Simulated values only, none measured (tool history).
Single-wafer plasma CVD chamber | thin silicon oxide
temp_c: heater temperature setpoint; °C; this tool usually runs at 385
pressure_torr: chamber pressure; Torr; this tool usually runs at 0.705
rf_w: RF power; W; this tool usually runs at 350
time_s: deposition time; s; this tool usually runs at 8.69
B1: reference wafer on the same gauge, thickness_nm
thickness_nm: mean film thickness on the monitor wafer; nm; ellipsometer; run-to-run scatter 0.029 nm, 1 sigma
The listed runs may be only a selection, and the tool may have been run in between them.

Run 1, hour 0.0: usual settings; B1 18.896. Result: thickness_nm 14.454 nm.
Run 2, hour 6.4: usual settings but rf_w 325 W, time_s 9.42 s; B1 18.899. Result: thickness_nm 15.134 nm.
Run 3, hour 20.4: usual settings; B1 18.894. Result: thickness_nm 14.401 nm.
Run 4, hour 38.4: usual settings but pressure_torr 0.598 Torr, rf_w 385 W; B1 18.901. Result: thickness_nm 12.572 nm.
Run 5, hour 46.0: usual settings but pressure_torr 0.598 Torr, rf_w 385 W; B1 18.898. Result: thickness_nm 12.557 nm.
Run 6, hour 53.3: usual settings but pressure_torr 0.598 Torr, rf_w 385 W; B1 18.896. Result: thickness_nm 12.613 nm.
At hour 76.5: capacitance manometer re-zeroed and calibrated.
Run 7, hour 77.0: usual settings; B1 18.906. Result: thickness_nm 16.026 nm.
At hour 85.4: thermocouple changed; heater temperature recalibrated.
Run 8, hour 85.9: usual settings; B1 18.901. Result: thickness_nm 15.986 nm.
At hour 91.1: gauge calibrated.
Run 9, hour 92.9: usual settings; B1 18.901. Result: thickness_nm 15.999 nm.
Run 10, hour 100.2: usual settings but temp_c 393 °C, time_s 7.69 s; B1 18.899. Result: thickness_nm 14.056 nm.
Run 11, hour 116.8: usual settings; B1 18.908. Result: thickness_nm 15.995 nm.
At hour 132.6: showerhead replaced.
Run 12, hour 134.7: usual settings but temp_c 374 °C, pressure_torr 0.757 Torr, rf_w 380 W; B1 18.903. Result: thickness_nm 17.724 nm.
At hour 148.1: RF generator calibrated.
Run 13, hour 151.9: usual settings; B1 18.900. Result: thickness_nm 15.975 nm.
Run 14, hour 166.6: usual settings but pressure_torr 0.881 Torr, rf_w 295 W, time_s 7.57 s; B1 18.905. Result: thickness_nm 15.868 nm.
Run 15, hour 179.7: usual settings but temp_c 391 °C; B1 18.899. Result: thickness_nm 15.882 nm.
Run 16, hour 187.7: usual settings but temp_c 376 °C, pressure_torr 0.655 Torr, rf_w 375 W, time_s 9.21 s; B1 18.905. Result: thickness_nm 16.142 nm.
Run 17, hour 205.1: usual settings but pressure_torr 0.585 Torr; B1 18.904. Result: thickness_nm 13.187 nm.
Run 18, hour 216.5: usual settings but temp_c 374 °C, pressure_torr 0.880 Torr, rf_w 390 W, time_s 10.02 s; B1 18.895. Result: thickness_nm 23.328 nm.

4 ways to go on from here, each from the tool as it stands after run 18. What would each give?
Run A, hour 216.9: usual settings but temp_c 376 °C; B1 ?. Result: thickness_nm ?.
Run B, hour 216.9: usual settings but temp_c 381 °C, pressure_torr 0.784 Torr, time_s 7.43 s; B1 ?. Result: thickness_nm ?.
Run C, hour 216.9: usual settings but time_s 8.21 s; B1 ?. Result: thickness_nm ?.
Run D, hour 216.9: usual settings but temp_c 398 °C, pressure_torr 0.840 Torr; B1 ?. Result: thickness_nm ?.

run      B1  thickness_nm
  A  18.903        16.016
  B  18.903        15.103
  C  18.903        15.054
  D  18.903        18.576
Without the tool's hidden state the same runs would have given:
run  thickness_nm
  A        15.831
  B        14.942
  C        14.881
  D        18.400

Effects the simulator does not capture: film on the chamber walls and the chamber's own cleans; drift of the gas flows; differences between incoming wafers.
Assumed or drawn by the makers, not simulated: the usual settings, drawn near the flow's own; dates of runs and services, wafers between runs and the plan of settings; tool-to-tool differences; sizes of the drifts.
